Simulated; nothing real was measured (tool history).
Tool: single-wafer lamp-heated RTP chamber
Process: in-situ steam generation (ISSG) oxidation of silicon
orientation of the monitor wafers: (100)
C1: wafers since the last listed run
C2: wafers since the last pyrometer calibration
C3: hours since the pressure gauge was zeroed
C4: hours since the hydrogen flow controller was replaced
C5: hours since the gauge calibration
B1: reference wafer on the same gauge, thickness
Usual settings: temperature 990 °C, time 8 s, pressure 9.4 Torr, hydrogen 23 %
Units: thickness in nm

{"run": 1, "hour": 0.0, "temperature": 990, "time": 8, "pressure": 9.4, "hydrogen": 23, "C1": 0, "C2": 3779, "C3": 4246.4, "C4": 3969.1, "C5": 264.8, "B1": 3.161, "thickness": 3.647}
{"run": 2, "hour": 30.2, "temperature": 990, "time": 8, "pressure": 9.4, "hydrogen": 23, "C1": 283, "C2": 4063, "C3": 4276.6, "C4": 3999.3, "C5": 295, "B1": 3.16, "thickness": 3.647}
{"run": 3, "hour": 58.5, "temperature": 990, "time": 8, "pressure": 9.4, "hydrogen": 23, "C1": 265, "C2": 4329, "C3": 4304.9, "C4": 4027.6, "C5": 323.3, "B1": 3.16, "thickness": 3.655}
{"run": 4, "hour": 79.3, "temperature": 990, "time": 8, "pressure": 9.4, "hydrogen": 23, "C1": 195, "C2": 4524, "C3": 4325.7, "C4": 4048.4, "C5": 344.1, "B1": 3.159, "thickness": 3.643}
{"run": 5, "hour": 103.0, "temperature": 990, "time": 8, "pressure": 9.4, "hydrogen": 23, "C1": 222, "C2": 4747, "C3": 4349.4, "C4": 4072.1, "C5": 367.8, "B1": 3.16, "thickness": 3.649}
{"run": 6, "hour": 137.8, "temperature": 1005, "time": 8, "pressure": 9.4, "hydrogen": 23, "C1": 326, "C2": 5073, "C3": 4384.2, "C4": 4106.9, "C5": 402.6, "B1": 3.16, "thickness": 3.82}
{"run": 7, "hour": 157.7, "temperature": 990, "time": 8, "pressure": 9.4, "hydrogen": 23, "C1": 186, "C2": 5260, "C3": 4404.1, "C4": 4126.8, "C5": 422.5, "B1": 3.16, "thickness": 3.65}
{"run": 8, "hour": 176.3, "temperature": 990, "time": 8, "pressure": 9.4, "hydrogen": 23, "C1": 174, "C2": 5435, "C3": 4422.7, "C4": 4145.4, "C5": 441.1, "B1": 3.16, "thickness": 3.645}
{"run": 9, "hour": 248.9, "temperature": 990, "time": 8, "pressure": 9.4, "hydrogen": 23, "C1": 681, "C2": 6117, "C3": 4495.3, "C4": 4218, "C5": 513.7, "B1": 3.161, "thickness": 3.659}
{"hour": 266.2, "done": "pyrometer window cleaned and pyrometer calibrated"}
{"run": 10, "hour": 268.9, "temperature": 990, "time": 8, "pressure": 9.4, "hydrogen": 23, "C1": 112, "C2": 25, "C3": 4515.3, "C4": 4238, "C5": 533.7, "B1": 3.159, "thickness": 3.622}
{"run": 11, "hour": 297.2, "temperature": 1003, "time": 7, "pressure": 9.4, "hydrogen": 23, "C1": 265, "C2": 291, "C3": 4543.6, "C4": 4266.3, "C5": 562, "B1": 3.16, "thickness": 3.582}
{"hour": 321.2, "done": "pressure gauge zeroed"}
{"run": 12, "hour": 321.7, "temperature": 990, "time": 8, "pressure": 10, "hydrogen": 23, "C1": 154, "C2": 446, "C3": 0.5, "C4": 4290.8, "C5": 586.5, "B1": 3.159, "thickness": 3.598}
{"run": 13, "hour": 344.0, "temperature": 976, "time": 7, "pressure": 9.4, "hydrogen": 23, "C1": 209, "C2": 655, "C3": 22.8, "C4": 4313.1, "C5": 608.8, "B1": 3.161, "thickness": 3.335}
{"run": 14, "hour": 375.6, "temperature": 976, "time": 7, "pressure": 9.4, "hydrogen": 23, "C1": 296, "C2": 952, "C3": 54.4, "C4": 4344.7, "C5": 640.4, "B1": 3.161, "thickness": 3.337}
{"run": 15, "hour": 402.2, "temperature": 990, "time": 8, "pressure": 9.4, "hydrogen": 23, "C1": 249, "C2": 1202, "C3": 81, "C4": 4371.3, "C5": 667, "B1": 3.16, "thickness": 3.632}
{"hour": 446.6, "done": "hydrogen flow controller replaced"}
{"run": 16, "hour": 447.1, "temperature": 973, "time": 8, "pressure": 9.4, "hydrogen": 23, "C1": 346, "C2": 1548, "C3": 125.9, "C4": 0.5, "C5": 711.9, "B1": 3.16, "thickness": 3.489}
{"run": 17, "hour": 464.9, "temperature": 990, "time": 8, "pressure": 9.4, "hydrogen": 23, "C1": 167, "C2": 1715, "C3": 143.7, "C4": 18.3, "C5": 729.7, "B1": 3.159, "thickness": 3.645}
{"run": 18, "hour": 483.7, "temperature": 1005, "time": 6, "pressure": 9.4, "hydrogen": 13, "C1": 176, "C2": 1892, "C3": 162.5, "C4": 37.1, "C5": 748.5, "B1": 3.158, "thickness": 2.928}
{"hour": 488.2, "done": "gauge calibrated"}
{"run": 19, "hour": 508.5, "temperature": 974, "time": 11, "pressure": 9.8, "hydrogen": 30, "C1": 232, "C2": 2125, "C3": 187.3, "C4": 61.9, "C5": 20.3, "B1": 3.159, "thickness": 4.172}
{"run": 20, "hour": 526.0, "temperature": 990, "time": 11, "pressure": 9.4, "hydrogen": 32, "C1": 164, "C2": 2289, "C3": 204.8, "C4": 79.4, "C5": 37.8, "B1": 3.159, "thickness": 4.49}
{"run": 21, "hour": 560.6, "temperature": 980, "time": 6, "pressure": 10.2, "hydrogen": 27, "C1": 324, "C2": 2614, "C3": 239.4, "C4": 114, "C5": 72.4, "B1": 3.16, "thickness": 3.245}
{"run": 22, "hour": 590.1, "temperature": 990, "time": 8, "pressure": 9.4, "hydrogen": 23, "C1": 277, "C2": 2891, "C3": 268.9, "C4": 143.5, "C5": 101.9, "B1": 3.161, "thickness": 3.651}
{"run": 23, "hour": 619.8, "temperature": 975, "time": 8, "pressure": 9.4, "hydrogen": 20, "C1": 278, "C2": 3170, "C3": 298.6, "C4": 173.2, "C5": 131.6, "B1": 3.16, "thickness": 3.387}
{"run": 24, "hour": 632.5, "temperature": 971, "time": 8, "pressure": 8.8, "hydrogen": 18, "C1": 119, "C2": 3289, "C3": 311.3, "C4": 185.9, "C5": 144.3, "B1": 3.159, "thickness": 3.292}
{"run": 25, "hour": 666.1, "temperature": 978, "time": 7, "pressure": 8.8, "hydrogen": 20, "C1": 315, "C2": 3605, "C3": 344.9, "C4": 219.5, "C5": 177.9, "B1": 3.16, "thickness": 3.258}
{"run": 26, "hour": 699.7, "temperature": 990, "time": 8, "pressure": 10.1, "hydrogen": 23, "C1": 315, "C2": 3920, "C3": 378.5, "C4": 253.1, "C5": 211.5, "B1": 3.16, "thickness": 3.604}
{"run": 27, "hour": 721.8, "temperature": 1004, "time": 8, "pressure": 9.4, "hydrogen": 23, "C1": 207, "C2": 4128, "C3": 400.6, "C4": 275.2, "C5": 233.6, "B1": 3.16, "thickness": 3.801}
{"run": 28, "hour": 734.7, "temperature": 1010, "time": 6, "pressure": 9.4, "hydrogen": 23, "C1": 121, "C2": 4249, "C3": 413.5, "C4": 288.1, "C5": 246.5, "B1": 3.159, "thickness": 3.424}

3 ways to go on from here, each from the tool as it stands after run 28. What would each give?
{"run": "A", "hour": 735.1, "temperature": 990, "time": 8, "pressure": 9.4, "hydrogen": 27, "C1": 3, "C2": 4253, "C3": 413.9, "C4": 288.5, "C5": 246.9, "B1": "?", "thickness": "?"}
{"run": "B", "hour": 735.1, "temperature": 990, "time": 11, "pressure": 8.4, "hydrogen": 23, "C1": 3, "C2": 4253, "C3": 413.9, "C4": 288.5, "C5": 246.9, "B1": "?", "thickness": "?"}
{"run": "C", "hour": 735.1, "temperature": 990, "time": 8, "pressure": 9.9, "hydrogen": 17, "C1": 3, "C2": 4253, "C3": 413.9, "C4": 288.5, "C5": 246.9, "B1": "?", "thickness": "?"}

run=A B1=3.158 thickness=3.8
run=B B1=3.158 thickness=4.202
run=C B1=3.158 thickness=3.355
Without the tool's hidden state the same runs would have given:
run=A thickness=3.78
run=B thickness=4.177
run=C thickness=3.338
